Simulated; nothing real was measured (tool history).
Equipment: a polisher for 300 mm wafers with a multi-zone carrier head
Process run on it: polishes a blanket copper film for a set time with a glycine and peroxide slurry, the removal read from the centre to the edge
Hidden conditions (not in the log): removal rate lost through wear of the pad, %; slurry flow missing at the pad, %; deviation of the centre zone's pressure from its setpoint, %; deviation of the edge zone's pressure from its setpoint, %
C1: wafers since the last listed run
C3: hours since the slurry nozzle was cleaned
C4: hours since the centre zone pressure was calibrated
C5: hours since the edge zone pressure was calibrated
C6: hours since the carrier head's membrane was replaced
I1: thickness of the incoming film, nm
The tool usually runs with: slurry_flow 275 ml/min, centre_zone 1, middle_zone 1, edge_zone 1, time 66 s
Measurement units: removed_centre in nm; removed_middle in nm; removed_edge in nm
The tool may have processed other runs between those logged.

run 1 day=0 | slurry_flow=275 centre_zone=0.93 middle_zone=0.97 edge_zone=1 time=66 | C1=0 wafers_polished_on_this_pad=893 C3=463.2 C4=40.4 C5=689.4 C6=965.9 | I1=1861.9 | removed_centre=302.3 removed_middle=332.1 removed_edge=330.2
run 2 day=4.479 | slurry_flow=275 centre_zone=0.93 middle_zone=0.97 edge_zone=1 time=66 | C1=810 wafers_polished_on_this_pad=1703 C3=570.7 C4=147.9 C5=796.9 C6=1073.4 | I1=1841.4 | removed_centre=291.4 removed_middle=317 removed_edge=333.4
run 3 day=7.229 | slurry_flow=275 centre_zone=1 middle_zone=1 edge_zone=1 time=66 | C1=497 wafers_polished_on_this_pad=2201 C3=636.7 C4=213.9 C5=862.9 C6=1139.4 | I1=1885.1 | removed_centre=322.4 removed_middle=324.7 removed_edge=329.2
-- day=8.704 worn pad replaced by a new one
run 4 day=9.617 | slurry_flow=275 centre_zone=1 middle_zone=1 edge_zone=1 time=66 | C1=401 wafers_polished_on_this_pad=165 C3=694 C4=271.2 C5=920.2 C6=1196.7 | I1=1874.3 | removed_centre=317.9 removed_middle=318.7 removed_edge=332.9
-- day=9.821 slurry nozzle cleaned
run 5 day=13.171 | slurry_flow=275 centre_zone=1 middle_zone=1 edge_zone=1 time=66 | C1=635 wafers_polished_on_this_pad=800 C3=80.4 C4=356.5 C5=1005.5 C6=1282 | I1=1871.9 | removed_centre=337.9 removed_middle=344.1 removed_edge=345.7
run 6 day=16.692 | slurry_flow=275 centre_zone=1 middle_zone=0.97 edge_zone=1 time=66 | C1=636 wafers_polished_on_this_pad=1437 C3=164.9 C4=441 C5=1090 C6=1366.5 | I1=1857.8 | removed_centre=335.8 removed_middle=327.7 removed_edge=342.4
run 7 day=21.012 | slurry_flow=275 centre_zone=1 middle_zone=1 edge_zone=1 time=66 | C1=781 wafers_polished_on_this_pad=2219 C3=268.6 C4=544.7 C5=1193.7 C6=1470.2 | I1=1836.1 | removed_centre=323.4 removed_middle=327.8 removed_edge=335.5
run 8 day=22.704 | slurry_flow=275 centre_zone=1 middle_zone=1 edge_zone=1 time=66 | C1=306 wafers_polished_on_this_pad=2525 C3=309.2 C4=585.3 C5=1234.3 C6=1510.8 | I1=1873.9 | removed_centre=325.8 removed_middle=329.9 removed_edge=331.2
-- day=24.658 worn pad replaced by a new one
-- day=24.812 centre zone pressure recalibrated
run 9 day=24.833 | slurry_flow=275 centre_zone=1 middle_zone=1 edge_zone=1 time=66 | C1=339 wafers_polished_on_this_pad=16 C3=360.3 C4=0.5 C5=1285.4 C6=1561.9 | I1=1852.6 | removed_centre=329.8 removed_middle=329.9 removed_edge=325.1
-- day=27.308 carrier head's membrane replaced by a new one
run 10 day=27.592 | slurry_flow=275 centre_zone=1.1 middle_zone=1 edge_zone=1 time=55 | C1=461 wafers_polished_on_this_pad=478 C3=426.5 C4=66.7 C5=1351.6 C6=6.8 | I1=1870.6 | removed_centre=290.3 removed_middle=265.2 removed_edge=271.1
run 11 day=30.742 | slurry_flow=275 centre_zone=1 middle_zone=1 edge_zone=1 time=66 | C1=569 wafers_polished_on_this_pad=1047 C3=502.1 C4=142.3 C5=1427.2 C6=82.4 | I1=1841.4 | removed_centre=308.1 removed_middle=321.3 removed_edge=329.2
run 12 day=34.733 | slurry_flow=275 centre_zone=1 middle_zone=1 edge_zone=1 time=66 | C1=722 wafers_polished_on_this_pad=1770 C3=597.9 C4=238.1 C5=1523 C6=178.2 | I1=1878.6 | removed_centre=311.1 removed_middle=323.1 removed_edge=328.6
run 13 day=37.788 | slurry_flow=275 centre_zone=1.08 middle_zone=1.07 edge_zone=1.06 time=46 | C1=552 wafers_polished_on_this_pad=2322 C3=671.2 C4=311.4 C5=1596.3 C6=251.5 | I1=1835.5 | removed_centre=239.7 removed_middle=229.8 removed_edge=228.3
-- day=40.112 worn pad replaced by a new one
-- day=40.546 slurry nozzle cleaned
-- day=41.275 edge zone pressure recalibrated
run 14 day=42.671 | slurry_flow=245 centre_zone=1 middle_zone=1 edge_zone=1 time=46 | C1=830 wafers_polished_on_this_pad=440 C3=51 C4=428.6 C5=33.5 C6=368.7 | I1=1839.6 | removed_centre=237 removed_middle=237.7 removed_edge=238.4
run 15 day=46.129 | slurry_flow=275 centre_zone=1 middle_zone=1.07 edge_zone=1.04 time=54 | C1=625 wafers_polished_on_this_pad=1066 C3=134 C4=511.6 C5=116.5 C6=451.7 | I1=1871.8 | removed_centre=275 removed_middle=294.8 removed_edge=282.9
run 16 day=49.529 | slurry_flow=275 centre_zone=1 middle_zone=1 edge_zone=1 time=66 | C1=615 wafers_polished_on_this_pad=1681 C3=215.6 C4=593.2 C5=198.1 C6=533.3 | I1=1867.7 | removed_centre=335.2 removed_middle=338.9 removed_edge=335.6
run 17 day=52.571 | slurry_flow=275 centre_zone=1 middle_zone=1 edge_zone=1 time=66 | C1=550 wafers_polished_on_this_pad=2231 C3=288.6 C4=666.2 C5=271.1 C6=606.3 | I1=1851.4 | removed_centre=322.8 removed_middle=331.4 removed_edge=332.5
run 18 day=54.133 | slurry_flow=275 centre_zone=1 middle_zone=1 edge_zone=1 time=66 | C1=282 wafers_polished_on_this_pad=2514 C3=326.1 C4=703.7 C5=308.6 C6=643.8 | I1=1866.6 | removed_centre=313.3 removed_middle=324.5 removed_edge=329.6
-- day=55.275 worn pad replaced by a new one
-- day=56.142 centre zone pressure recalibrated
run 19 day=56.188 | slurry_flow=275 centre_zone=1 middle_zone=0.91 edge_zone=1 time=66 | C1=326 wafers_polished_on_this_pad=150 C3=375.4 C4=1.1 C5=357.9 C6=693.1 | I1=1874.3 | removed_centre=320.8 removed_middle=305.1 removed_edge=328.1
run 20 day=59.029 | slurry_flow=310 centre_zone=1.09 middle_zone=1.08 edge_zone=1.08 time=66 | C1=514 wafers_polished_on_this_pad=664 C3=443.6 C4=69.3 C5=426.1 C6=761.3 | I1=1865.7 | removed_centre=358.9 removed_middle=351.8 removed_edge=347.9
run 21 day=63.221 | slurry_flow=275 centre_zone=1 middle_zone=0.96 edge_zone=1 time=66 | C1=758 wafers_polished_on_this_pad=1422 C3=544.2 C4=169.9 C5=526.7 C6=861.9 | I1=1868.1 | removed_centre=317 removed_middle=310 removed_edge=328.9
run 22 day=66.404 | slurry_flow=275 centre_zone=1 middle_zone=1 edge_zone=0.96 time=84 | C1=575 wafers_polished_on_this_pad=1998 C3=620.6 C4=246.3 C5=603.1 C6=938.3 | I1=1876.1 | removed_centre=395.7 removed_middle=416.7 removed_edge=408.1

4 ways to go on from here, each from the tool as it stands after run 22. What would each give?
run A day=66.421 | slurry_flow=275 centre_zone=1.05 middle_zone=1 edge_zone=1 time=66 | C1=3 wafers_polished_on_this_pad=2001 C3=621 C4=246.7 C5=603.5 C6=938.7 | I1=1844.1 | removed_centre=? removed_middle=? removed_edge=?
run B day=66.421 | slurry_flow=275 centre_zone=1 middle_zone=1.09 edge_zone=0.92 time=66 | C1=3 wafers_polished_on_this_pad=2001 C3=621 C4=246.7 C5=603.5 C6=938.7 | I1=1844.1 | removed_centre=? removed_middle=? removed_edge=?
run C day=66.421 | slurry_flow=275 centre_zone=1 middle_zone=1.04 edge_zone=1 time=52 | C1=3 wafers_polished_on_this_pad=2001 C3=621 C4=246.7 C5=603.5 C6=938.7 | I1=1844.1 | removed_centre=? removed_middle=? removed_edge=?
run D day=66.421 | slurry_flow=275 centre_zone=1 middle_zone=1.09 edge_zone=1 time=82 | C1=3 wafers_polished_on_this_pad=2001 C3=621 C4=246.7 C5=603.5 C6=938.7 | I1=1844.1 | removed_centre=? removed_middle=? removed_edge=?

run=A removed_centre=325.5 removed_middle=314.1 removed_edge=322.6
run=B removed_centre=310.1 removed_middle=336.7 removed_edge=311.8
run=C removed_centre=244.2 removed_middle=255.4 removed_edge=254
run=D removed_centre=385.3 removed_middle=418.3 removed_edge=400.3
What these runs would have given with no unlogged condition in the tool:
run=A removed_centre=368.4 removed_middle=350.9 removed_edge=350
run=B removed_centre=350.9 removed_middle=376.3 removed_edge=338.4
run=C removed_centre=276.4 removed_middle=285.4 removed_edge=275.7
run=D removed_centre=436 removed_middle=467.4 removed_edge=434.4
